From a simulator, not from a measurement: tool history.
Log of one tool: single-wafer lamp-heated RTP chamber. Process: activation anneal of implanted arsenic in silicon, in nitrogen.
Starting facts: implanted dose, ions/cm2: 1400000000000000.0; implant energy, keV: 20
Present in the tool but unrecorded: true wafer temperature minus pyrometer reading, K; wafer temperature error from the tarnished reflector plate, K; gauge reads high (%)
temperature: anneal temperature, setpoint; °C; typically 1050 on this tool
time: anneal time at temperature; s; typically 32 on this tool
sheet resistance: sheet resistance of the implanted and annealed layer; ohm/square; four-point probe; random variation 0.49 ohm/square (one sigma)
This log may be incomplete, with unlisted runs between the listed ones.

run,hour,temperature,time,wafers since the last listed run,wafers since the last pyrometer calibration,wafers since the reflector plate was cleaned,hours since the gauge calibration,"read-back reference wafer on the same gauge, sheet resistance",sheet resistance
1,0,1050,32,0,3996,8079,60.5,88.86,89.92
2,7.3,1050,32,111,4108,8191,67.8,88.95,89.98
3,19,1050,32,178,4286,8369,79.5,88.97,90.36
4,31.6,1067,18,192,4479,8562,92.1,89.06,92.14
5,43.3,1067,18,178,4658,8740,103.8,88.67,92.36
6,78,1067,18,529,5188,9270,138.5,88.87,92.35
7,109.2,1050,20,476,5664,9747,169.7,88.86,96.17
8,124.3,1050,20,230,5895,9978,184.8,88.7,96.45
9,139.8,1050,20,236,6131,10214,200.3,88.71,95.32
10,167,1050,37,415,6547,10630,227.5,88.57,88.38
11,182.4,1050,25,235,6782,10865,242.9,88.84,93.6
# hour 196.1: pyrometer window cleaned and pyrometer calibrated
# hour 207.3: gauge calibrated
12,212.6,1050,32,339,251,11204,5.3,88.68,93.23
# hour 229.4: reflector plate cleaned
13,229.9,1050,32,142,393,7,22.6,88.46,93.49
14,237.4,1050,45,114,508,121,30.1,88.73,89.09
15,249.4,1050,43,183,691,304,42.1,88.87,89.58
16,260.8,1076,32,174,865,479,53.5,88.73,85.57
17,271.7,1050,32,166,1032,645,64.4,88.92,92.1
18,282.3,1050,32,161,1194,807,75,88.71,92.27
19,289.3,1034,32,106,1301,914,82,88.94,96.98
20,305.5,1040,44,247,1548,1161,98.2,88.82,91.7

Alternative continuations, all from the tool just after run 20; predict every row:
A,305.9,1050,32,6,1554,1167,98.6,?,?
B,305.9,1066,32,6,1554,1167,98.6,?,?
C,305.9,1034,43,6,1554,1167,98.6,?,?
D,305.9,1025,32,6,1554,1167,98.6,?,?
E,305.9,1072,19,6,1554,1167,98.6,?,?

run,"read-back reference wafer on the same gauge, sheet resistance",sheet resistance
A,88.86,92.07
B,88.86,88
C,88.86,92.95
D,88.86,99.39
E,88.86,92.33
Stripped of hidden state, with their random variation kept, the same runs would have yielded:
run,sheet resistance
A,94
B,89.72
C,94.99
D,101.71
E,94.2

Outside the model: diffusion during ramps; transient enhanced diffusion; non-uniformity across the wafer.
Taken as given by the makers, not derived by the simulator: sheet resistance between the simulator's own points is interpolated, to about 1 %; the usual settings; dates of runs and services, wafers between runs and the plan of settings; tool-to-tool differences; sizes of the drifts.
